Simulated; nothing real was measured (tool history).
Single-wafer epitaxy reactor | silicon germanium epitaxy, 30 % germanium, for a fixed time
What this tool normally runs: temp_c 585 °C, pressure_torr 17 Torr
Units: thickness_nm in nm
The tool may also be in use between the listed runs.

run   hour  temp_c  pressure_torr  wafers since the last listed run  hours since the last pyrometer calibration  hours since the last manometer calibration  hours since the showerhead was replaced  hours since the gauge calibration  read-back reference wafer on the same gauge, thickness_nm  thickness_nm
  1      0     590           14.6                                 0                                      2041.5                                      2668.1                                   2388.7                                297                                                     46.048        36.762
  2     15     590           14.6                               207                                      2056.5                                      2683.1                                   2403.7                                312                                                     46.077        36.989
  3   22.6     590           14.6                               105                                      2064.1                                      2690.7                                   2411.3                              319.6                                                     46.107         36.54
  4   30.3     585             18                               106                                      2071.8                                      2698.4                                     2419                              327.3                                                     46.118        34.849
  5   38.8     585             18                               117                                      2080.3                                      2706.9                                   2427.5                              335.8                                                     46.093        34.931
  6   52.8     585             18                               193                                      2094.3                                      2720.9                                   2441.5                              349.8                                                     46.092        34.921
  7   66.8     585             17                               193                                      2108.3                                      2734.9                                   2455.5                              363.8                                                     46.132        34.342
  8   83.6     585             17                               232                                      2125.1                                      2751.7                                   2472.3                              380.6                                                     46.059        34.493
  9   98.6     585             17                               207                                      2140.1                                      2766.7                                   2487.3                              395.6                                                      46.08        34.333
 10  110.4     585             17                               163                                      2151.9                                      2778.5                                   2499.1                              407.4                                                     46.141        34.351
     119.3  -- gauge calibrated
 11  126.2     585             17                               218                                      2167.7                                      2794.3                                   2514.9                                6.9                                                     46.039        34.277
 12  138.2     596             17                               166                                      2179.7                                      2806.3                                   2526.9                               18.9                                                     46.124         42.26
 13  146.3     596             17                               112                                      2187.8                                      2814.4                                     2535                                 27                                                     46.082        42.542
 14  156.1     596             17                               135                                      2197.6                                      2824.2                                   2544.8                               36.8                                                     45.996        41.981
 15  168.2     585             17                               167                                      2209.7                                      2836.3                                   2556.9                               48.9                                                     46.062        34.109
     178.7  -- capacitance manometer re-zeroed and calibrated
 16  179.2     585             17                                41                                      2220.7                                         0.5                                   2567.9                               59.9                                                     46.191        34.242
 17  192.7     596           19.2                               187                                      2234.2                                          14                                   2581.4                               73.4                                                     46.042        43.029
     210.7  -- pyrometer calibrated
 18    227     596           21.2                               364                                        16.3                                        48.3                                   2615.7                              107.7                                                     46.164        49.474
 19  243.8     594           14.9                               232                                        33.1                                        65.1                                   2632.5                              124.5                                                     46.144         44.17
     256.5  -- showerhead replaced, of another model than before
 20    257     591           18.5                                72                                        46.3                                        78.3                                      0.5                              137.7                                                     46.033         43.28
 21  258.5     585             18                                20                                        47.8                                        79.8                                        2                              139.2                                                     46.017        38.937
 22  274.9     585           15.2                               227                                        64.2                                        96.2                                     18.4                              155.6                                                     46.088        37.805
 23  285.6     581           20.3                               148                                        74.9                                       106.9                                     29.1                              166.3                                                     46.133        36.782
 24  296.1     590           19.1                               145                                        85.4                                       117.4                                     39.6                              176.8                                                     46.133        42.813
 25  304.8     599             17                               120                                        94.1                                       126.1                                     48.3                              185.5                                                     46.054        49.463
 26  312.8     572             17                               110                                       102.1                                       134.1                                     56.3                              193.5                                                      46.06        29.772
 27  319.3     581           15.5                                90                                       108.6                                       140.6                                     62.8                                200                                                     46.118        35.311
 28  327.4     598             15                               112                                       116.7                                       148.7                                     70.9                              208.1                                                     46.094         47.95
 29  334.5     570             17                                98                                       123.8                                       155.8                                       78                              215.2                                                     46.084        28.729
 30    352     585             17                               242                                       141.3                                       173.3                                     95.5                              232.7                                                     46.011        38.403
 31  363.8     596           19.2                               163                                       153.1                                       185.1                                    107.3                              244.5                                                     46.082        48.006
 32  377.4     585             17                               188                                       166.7                                       198.7                                    120.9                              258.1                                                     46.026        38.028
 33  387.1     589             14                               134                                       176.4                                       208.4                                    130.6                              267.8                                                     46.088        39.642
 34  401.6     571             17                               200                                       190.9                                       222.9                                    145.1                              282.3                                                     46.115        29.566

Pick out some run-to-run changes in thickness_nm. Of each, how much would a tool without hidden state show as well, from the settings, what came in and chance, and how much is left for the hidden state and any gauge scatter not in both results compared?
What the log doesn't record here: wafer temperature above the value expected at the setpoint (K); true pressure above the setpoint (%); gauge reads high (%).
Run 11 -> 12: temp_c 585 -> 596. thickness_nm +7.983 nm: hidden state -0.926, all else +8.909.
Run 16 -> 17: temp_c 585 -> 596, pressure_torr 17 -> 19.2. thickness_nm +8.787 nm: hidden state -1.058, all else +9.845.
Run 17 -> 18: pressure_torr 19.2 -> 21.2, pyrometer calibrated. thickness_nm +6.445 nm: hidden state +5.197, all else +1.248.
Run 25 -> 26: temp_c 599 -> 572. thickness_nm -19.691 nm: hidden state +0.217, all else -19.908.
Run 27 -> 28: temp_c 581 -> 598, pressure_torr 15.5 -> 15. thickness_nm +12.639 nm: hidden state -0.177, all else +12.816.
Run 28 -> 29: temp_c 598 -> 570, pressure_torr 15 -> 17. thickness_nm -19.221 nm: hidden state +0.234, all else -19.455.

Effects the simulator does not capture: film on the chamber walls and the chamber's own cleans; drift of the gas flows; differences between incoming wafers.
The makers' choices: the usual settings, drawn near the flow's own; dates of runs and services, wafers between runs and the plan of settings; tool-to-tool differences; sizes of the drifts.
